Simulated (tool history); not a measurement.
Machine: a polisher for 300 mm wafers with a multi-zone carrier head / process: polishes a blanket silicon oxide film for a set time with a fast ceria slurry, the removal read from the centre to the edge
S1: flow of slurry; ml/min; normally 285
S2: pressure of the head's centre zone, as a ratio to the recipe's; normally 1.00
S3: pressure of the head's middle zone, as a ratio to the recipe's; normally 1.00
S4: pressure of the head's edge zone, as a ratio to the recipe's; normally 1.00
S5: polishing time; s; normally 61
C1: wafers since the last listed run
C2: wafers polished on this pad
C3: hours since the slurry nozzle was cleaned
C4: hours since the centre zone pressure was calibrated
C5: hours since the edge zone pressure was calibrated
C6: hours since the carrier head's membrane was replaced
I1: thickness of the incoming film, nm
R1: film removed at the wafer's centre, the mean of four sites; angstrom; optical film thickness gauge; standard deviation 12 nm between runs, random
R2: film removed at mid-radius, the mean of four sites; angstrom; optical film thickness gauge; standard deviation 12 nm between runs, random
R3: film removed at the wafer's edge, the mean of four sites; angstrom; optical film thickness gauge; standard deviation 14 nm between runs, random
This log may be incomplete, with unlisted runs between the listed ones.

{"run": 1, "day": 0.0, "S1": 285, "S2": 1.0, "S3": 1.0, "S4": 1.0, "S5": 61, "C1": 0, "C2": 1192, "C3": 201.9, "C4": 465.0, "C5": 17.3, "C6": 1490.3, "I1": 3339.9, "R1": 9050, "R2": 10152, "R3": 9590}
{"day": 2.033, "done": "worn pad replaced by a new one"}
{"run": 2, "day": 2.054, "S1": 285, "S2": 1.0, "S3": 1.0, "S4": 1.0, "S5": 61, "C1": 543, "C2": 6, "C3": 251.2, "C4": 514.3, "C5": 66.6, "C6": 1539.6, "I1": 3300.9, "R1": 9049, "R2": 10117, "R3": 9908}
{"run": 3, "day": 3.642, "S1": 285, "S2": 1.0, "S3": 1.0, "S4": 1.0, "S5": 61, "C1": 457, "C2": 463, "C3": 289.3, "C4": 552.4, "C5": 104.7, "C6": 1577.7, "I1": 3401.0, "R1": 8938, "R2": 10131, "R3": 9661}
{"run": 4, "day": 5.371, "S1": 285, "S2": 1.0, "S3": 1.0, "S4": 1.0, "S5": 61, "C1": 498, "C2": 962, "C3": 330.8, "C4": 593.9, "C5": 146.2, "C6": 1619.2, "I1": 3381.7, "R1": 8722, "R2": 10309, "R3": 9734}
{"day": 7.104, "done": "worn pad replaced by a new one"}
{"run": 5, "day": 7.525, "S1": 285, "S2": 1.0, "S3": 1.0, "S4": 1.0, "S5": 61, "C1": 572, "C2": 121, "C3": 382.5, "C4": 645.6, "C5": 197.9, "C6": 1670.9, "I1": 3375.7, "R1": 8757, "R2": 10145, "R3": 9495}
{"run": 6, "day": 8.904, "S1": 285, "S2": 1.0, "S3": 1.09, "S4": 1.0, "S5": 61, "C1": 397, "C2": 518, "C3": 415.6, "C4": 678.7, "C5": 231.0, "C6": 1704.0, "I1": 3431.6, "R1": 8708, "R2": 11158, "R3": 9478}
{"day": 10.158, "done": "slurry nozzle cleaned"}
{"run": 7, "day": 10.567, "S1": 285, "S2": 1.0, "S3": 1.09, "S4": 1.0, "S5": 61, "C1": 467, "C2": 985, "C3": 9.8, "C4": 718.6, "C5": 270.9, "C6": 1743.9, "I1": 3398.0, "R1": 8712, "R2": 10934, "R3": 9887}
{"day": 11.212, "done": "edge zone pressure recalibrated"}
{"run": 8, "day": 12.758, "S1": 285, "S2": 1.0, "S3": 1.0, "S4": 1.0, "S5": 46, "C1": 607, "C2": 1593, "C3": 62.4, "C4": 771.2, "C5": 37.1, "C6": 1796.5, "I1": 3378.4, "R1": 6571, "R2": 7661, "R3": 7452}
{"day": 12.971, "done": "centre zone pressure recalibrated"}
{"day": 13.346, "done": "worn pad replaced by a new one"}
{"day": 13.962, "done": "carrier head's membrane replaced by a new one"}
{"run": 9, "day": 14.788, "S1": 285, "S2": 1.0, "S3": 1.0, "S4": 1.0, "S5": 61, "C1": 452, "C2": 354, "C3": 111.1, "C4": 43.6, "C5": 85.8, "C6": 19.8, "I1": 3377.2, "R1": 9577, "R2": 10293, "R3": 9668}
{"run": 10, "day": 16.062, "S1": 240, "S2": 1.0, "S3": 1.0, "S4": 0.93, "S5": 61, "C1": 367, "C2": 722, "C3": 141.7, "C4": 74.2, "C5": 116.4, "C6": 50.4, "I1": 3388.3, "R1": 9311, "R2": 10070, "R3": 9135}
{"run": 11, "day": 17.646, "S1": 285, "S2": 0.89, "S3": 1.0, "S4": 1.0, "S5": 61, "C1": 456, "C2": 1178, "C3": 179.7, "C4": 112.2, "C5": 154.4, "C6": 88.4, "I1": 3371.1, "R1": 8173, "R2": 10285, "R3": 9753}
{"day": 18.588, "done": "worn pad replaced by a new one"}
{"run": 12, "day": 19.438, "S1": 285, "S2": 1.0, "S3": 1.0, "S4": 1.0, "S5": 44, "C1": 468, "C2": 244, "C3": 222.7, "C4": 155.2, "C5": 197.4, "C6": 131.4, "I1": 3364.3, "R1": 6793, "R2": 7492, "R3": 6956}
{"run": 13, "day": 21.904, "S1": 205, "S2": 1.0, "S3": 1.0, "S4": 1.0, "S5": 61, "C1": 710, "C2": 955, "C3": 281.9, "C4": 214.4, "C5": 256.6, "C6": 190.6, "I1": 3303.1, "R1": 8813, "R2": 9595, "R3": 9176}
{"run": 14, "day": 22.962, "S1": 285, "S2": 1.04, "S3": 1.0, "S4": 1.12, "S5": 61, "C1": 304, "C2": 1260, "C3": 307.3, "C4": 239.8, "C5": 282.0, "C6": 216.0, "I1": 3305.2, "R1": 9710, "R2": 10229, "R3": 10167}
{"day": 23.196, "done": "edge zone pressure recalibrated"}
{"day": 24.362, "done": "worn pad replaced by a new one"}
{"run": 15, "day": 24.742, "S1": 285, "S2": 1.0, "S3": 1.0, "S4": 1.0, "S5": 61, "C1": 440, "C2": 109, "C3": 350.0, "C4": 282.5, "C5": 37.1, "C6": 258.7, "I1": 3383.9, "R1": 9276, "R2": 10377, "R3": 9601}
{"day": 26.229, "done": "slurry nozzle cleaned"}
{"run": 16, "day": 26.617, "S1": 285, "S2": 0.97, "S3": 1.0, "S4": 1.0, "S5": 61, "C1": 528, "C2": 637, "C3": 9.3, "C4": 327.5, "C5": 82.1, "C6": 303.7, "I1": 3336.2, "R1": 8915, "R2": 10201, "R3": 9749}
{"run": 17, "day": 27.925, "S1": 245, "S2": 1.0, "S3": 1.0, "S4": 1.0, "S5": 61, "C1": 376, "C2": 1014, "C3": 40.7, "C4": 358.9, "C5": 113.5, "C6": 335.1, "I1": 3352.2, "R1": 8871, "R2": 9936, "R3": 9578}

Here are 5 independent what-if runs from the current tool condition. What would each one return?
{"run": "A", "day": 27.942, "S1": 285, "S2": 1.0, "S3": 1.0, "S4": 1.0, "S5": 61, "C1": 4, "C2": 1019, "C3": 41.1, "C4": 359.3, "C5": 113.9, "C6": 335.5, "I1": 3401.1, "R1": "?", "R2": "?", "R3": "?"}
{"run": "B", "day": 27.942, "S1": 330, "S2": 1.07, "S3": 1.1, "S4": 1.0, "S5": 71, "C1": 4, "C2": 1019, "C3": 41.1, "C4": 359.3, "C5": 113.9, "C6": 335.5, "I1": 3401.1, "R1": "?", "R2": "?", "R3": "?"}
{"run": "C", "day": 27.942, "S1": 285, "S2": 1.0, "S3": 0.93, "S4": 1.0, "S5": 61, "C1": 4, "C2": 1019, "C3": 41.1, "C4": 359.3, "C5": 113.9, "C6": 335.5, "I1": 3401.1, "R1": "?", "R2": "?", "R3": "?"}
{"run": "D", "day": 27.942, "S1": 235, "S2": 0.93, "S3": 1.07, "S4": 1.0, "S5": 43, "C1": 4, "C2": 1019, "C3": 41.1, "C4": 359.3, "C5": 113.9, "C6": 335.5, "I1": 3401.1, "R1": "?", "R2": "?", "R3": "?"}
{"run": "E", "day": 27.942, "S1": 285, "S2": 1.07, "S3": 1.0, "S4": 1.0, "S5": 61, "C1": 4, "C2": 1019, "C3": 41.1, "C4": 359.3, "C5": 113.9, "C6": 335.5, "I1": 3401.1, "R1": "?", "R2": "?", "R3": "?"}

run=A R1=8952 R2=10078 R3=9678
run=B R1=11355 R2=12911 R3=11381
run=C R1=8947 R2=9483 R3=9687
run=D R1=5709 R2=7345 R3=6691
run=E R1=9586 R2=10075 R3=9678
With no hidden state in the tool, these same runs would have given:
run=A R1=9501 R2=10075 R3=9678
run=B R1=12048 R2=12906 R3=11381
run=C R1=9496 R2=9480 R3=9687
run=D R1=6061 R2=7343 R3=6691
run=E R1=10171 R2=10071 R3=9678
